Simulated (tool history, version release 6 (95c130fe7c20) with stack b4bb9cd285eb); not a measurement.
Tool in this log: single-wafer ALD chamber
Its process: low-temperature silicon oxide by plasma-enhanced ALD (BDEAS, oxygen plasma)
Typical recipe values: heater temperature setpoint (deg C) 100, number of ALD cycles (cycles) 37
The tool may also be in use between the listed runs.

run	day	heater temperature setpoint (deg C)	number of ALD cycles (cycles)	wafers since the last listed run	hours since the last thermocouple change	hours since the gauge calibration	read-back reference wafer on the same gauge, thickness_nm	mean film thickness on the monitor wafer (nm)
1	0	100	37	0	357.2	436.4	6.025	5.629
2	2.425	100	37	421	415.4	494.6	6.029	5.668
3	6.442	110	37	698	511.8	591	6.032	5.541
4	9.517	105	42	534	585.6	664.8	6.028	6.344
5	13.75	105	42	736	687.2	766.4	6.027	6.338
6	16.717	105	42	516	758.4	837.6	6.03	6.313
7	20.129	100	37	593	840.3	919.5	6.029	5.615
8	25.05	110	37	856	958.4	1037.6	6.029	5.486
9	27.371	94	34	403	1014.1	1093.3	6.036	5.239
10	31.542	100	37	725	1114.2	1193.4	6.028	5.612
# day 34.067: gauge calibrated
# day 39.067: thermocouple changed; heater temperature recalibrated
11	41.125	96	32	1609	49.4	169.4	6.027	4.977
12	44.45	95	31	578	129.2	249.2	6.031	4.822

Run 13 comes next. What will it give?
13	47.325	100	31	500	198.2	318.2	?	?

Run 13 produced read-back reference wafer on the same gauge, thickness_nm 6.03, mean film thickness on the monitor wafer (nm) 4.764.
On a tool with no hidden condition, and with the same random variation, this run would have come out at mean film thickness on the monitor wafer (nm) 4.783.
